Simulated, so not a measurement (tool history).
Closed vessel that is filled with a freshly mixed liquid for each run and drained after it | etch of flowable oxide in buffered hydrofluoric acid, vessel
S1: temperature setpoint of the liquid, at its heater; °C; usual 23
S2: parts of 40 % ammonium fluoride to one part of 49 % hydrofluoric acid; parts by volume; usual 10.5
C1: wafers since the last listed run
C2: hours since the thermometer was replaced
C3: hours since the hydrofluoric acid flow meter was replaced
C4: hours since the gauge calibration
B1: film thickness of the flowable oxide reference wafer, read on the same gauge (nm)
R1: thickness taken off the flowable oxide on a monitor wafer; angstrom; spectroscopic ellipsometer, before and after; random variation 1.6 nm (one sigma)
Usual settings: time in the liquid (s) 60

Run 1, hour 0: usual settings but S1 21 °C; C1 0; C2 1573.2; C3 1307.4; C4 509.1; B1 60.02. Result: R1 2176.8 angstrom.
Run 2, hour 77.3: usual settings but S1 21 °C; C1 4810; C2 1650.5; C3 1384.7; C4 586.4; B1 60. Result: R1 2198.8 angstrom.
Run 3, hour 150.9: usual settings but S1 21 °C; C1 4580; C2 1724.1; C3 1458.3; C4 660; B1 60.02. Result: R1 2199.2 angstrom.
Run 4, hour 203.6: usual settings; C1 3279; C2 1776.8; C3 1511; C4 712.7; B1 59.99. Result: R1 2444.1 angstrom.
Run 5, hour 256.1: usual settings; C1 3267; C2 1829.3; C3 1563.5; C4 765.2; B1 59.99. Result: R1 2445.8 angstrom.
Run 6, hour 339.4: usual settings; C1 5184; C2 1912.6; C3 1646.8; C4 848.5; B1 60. Result: R1 2420.9 angstrom.
Run 7, hour 383.3: usual settings but S2 13.5 parts by volume; C1 2732; C2 1956.5; C3 1690.7; C4 892.4; B1 59.98. Result: R1 1914 angstrom.
Run 8, hour 468.5: usual settings but S1 26.5 °C; C1 5302; C2 2041.7; C3 1775.9; C4 977.6; B1 59.97. Result: R1 2955.2 angstrom.
Run 9, hour 537.3: usual settings but S1 26.5 °C; C1 4281; C2 2110.5; C3 1844.7; C4 1046.4; B1 60. Result: R1 2920.9 angstrom.
Run 10, hour 623.6: usual settings; C1 5370; C2 2196.8; C3 1931; C4 1132.7; B1 60. Result: R1 2430 angstrom.
Run 11, hour 686.1: usual settings but S2 7.5 parts by volume; C1 3889; C2 2259.3; C3 1993.5; C4 1195.2; B1 59.97. Result: R1 3284.7 angstrom.
Run 12, hour 788.9: usual settings but time in the liquid (s) 35; C1 6397; C2 2362.1; C3 2096.3; C4 1298; B1 59.99. Result: R1 1408.2 angstrom.
Run 13, hour 885.8: usual settings but time in the liquid (s) 85; C1 6030; C2 2459; C3 2193.2; C4 1394.9; B1 60.04. Result: R1 3385.5 angstrom.
Run 14, hour 1068.7: usual settings but S1 18 °C, S2 7 parts by volume, time in the liquid (s) 85; C1 11382; C2 2641.9; C3 2376.1; C4 1577.8; B1 60. Result: R1 3739 angstrom.
Run 15, hour 1140.9: usual settings; C1 4493; C2 2714.1; C3 2448.3; C4 1650; B1 60.01. Result: R1 2383.9 angstrom.
Run 16, hour 1183.4: usual settings but S2 12.5 parts by volume, time in the liquid (s) 50; C1 2644; C2 2756.6; C3 2490.8; C4 1692.5; B1 60.01. Result: R1 1668.7 angstrom.
At hour 1207.1: gauge calibrated.
Run 17, hour 1271.1: usual settings; C1 5457; C2 2844.3; C3 2578.5; C4 64; B1 59.99. Result: R1 2395 angstrom.
Run 18, hour 1330.4: usual settings but S1 26 °C, time in the liquid (s) 30; C1 3690; C2 2903.6; C3 2637.8; C4 123.3; B1 59.98. Result: R1 1393.1 angstrom.
At hour 1343.8: hydrofluoric acid flow meter replaced.
Run 19, hour 1392.7: usual settings; C1 3814; C2 2965.9; C3 48.9; C4 185.6; B1 59.98. Result: R1 2534.6 angstrom.
Run 20, hour 1499.7: usual settings but S1 25 °C, S2 12 parts by volume; C1 6659; C2 3072.9; C3 155.9; C4 292.6; B1 60.01. Result: R1 2479.9 angstrom.
Run 21, hour 1566.3: usual settings but S2 14 parts by volume, time in the liquid (s) 75; C1 4144; C2 3139.5; C3 222.5; C4 359.2; B1 59.98. Result: R1 2390 angstrom.
Run 22, hour 1669.1: usual settings but S2 14 parts by volume, time in the liquid (s) 50; C1 6397; C2 3242.3; C3 325.3; C4 462; B1 59.98. Result: R1 1565.8 angstrom.
At hour 1711.8: thermometer replaced.
Run 23, hour 1717.7: usual settings; C1 2962; C2 5.9; C3 373.9; C4 510.6; B1 60.02. Result: R1 2513.6 angstrom.
Run 24, hour 1803.1: usual settings but S1 19 °C; C1 5314; C2 91.3; C3 459.3; C4 596; B1 60.01. Result: R1 2006.1 angstrom.
Run 25, hour 1849.1: usual settings but S1 19.5 °C, time in the liquid (s) 45; C1 2862; C2 137.3; C3 505.3; C4 642; B1 60. Result: R1 1549.9 angstrom.
Run 26, hour 1894: usual settings but S1 27.5 °C, S2 12.5 parts by volume; C1 2794; C2 182.2; C3 550.2; C4 686.9; B1 59.96. Result: R1 2700.1 angstrom.
Run 27, hour 1969.7: usual settings but S2 6.5 parts by volume, time in the liquid (s) 30; C1 4711; C2 257.9; C3 625.9; C4 762.6; B1 60. Result: R1 1966.5 angstrom.
Run 28, hour 2067.4: usual settings but S1 21 °C, time in the liquid (s) 40; C1 6080; C2 355.6; C3 723.6; C4 860.3; B1 60. Result: R1 1481.6 angstrom.
Run 29, hour 2123.6: usual settings; C1 3497; C2 411.8; C3 779.8; C4 916.5; B1 60.01. Result: R1 2455.1 angstrom.
Run 30, hour 2191.8: usual settings but S1 28 °C, S2 12 parts by volume, time in the liquid (s) 50; C1 4244; C2 480; C3 848; C4 984.7; B1 60. Result: R1 2382.1 angstrom.
Run 31, hour 2280.1: usual settings but S1 24.5 °C, S2 7 parts by volume, time in the liquid (s) 90; C1 5495; C2 568.3; C3 936.3; C4 1073; B1 59.99. Result: R1 5892.5 angstrom.
Run 32, hour 2364: usual settings but time in the liquid (s) 40; C1 5221; C2 652.2; C3 1020.2; C4 1156.9; B1 60.01. Result: R1 1633.6 angstrom.
Run 33, hour 2419.5: usual settings but S1 21 °C, time in the liquid (s) 85; C1 3454; C2 707.7; C3 1075.7; C4 1212.4; B1 59.97. Result: R1 3127.3 angstrom.

4 ways to go on from here, each from the tool as it stands after run 33. What would each give?
Run A, hour 2420.2: usual settings; C1 43; C2 708.4; C3 1076.4; C4 1213.1; B1 ?. Result: R1 ?.
Run B, hour 2420.2: usual settings but S1 26 °C, S2 7 parts by volume, time in the liquid (s) 85; C1 43; C2 708.4; C3 1076.4; C4 1213.1; B1 ?. Result: R1 ?.
Run C, hour 2420.2: usual settings but S1 27 °C, S2 13 parts by volume, time in the liquid (s) 80; C1 43; C2 708.4; C3 1076.4; C4 1213.1; B1 ?. Result: R1 ?.
Run D, hour 2420.2: usual settings but S1 20 °C; C1 43; C2 708.4; C3 1076.4; C4 1213.1; B1 ?. Result: R1 ?.

run     B1      R1
  A  60.01    2486
  B  60.01  6073.1
  C  60.01  3341.6
  D  60.01  2105.1
Without the tool's hidden state the same runs would have given:
run      R1
  A  2573.4
  B  6310.1
  C  3459.8
  D  2179.1
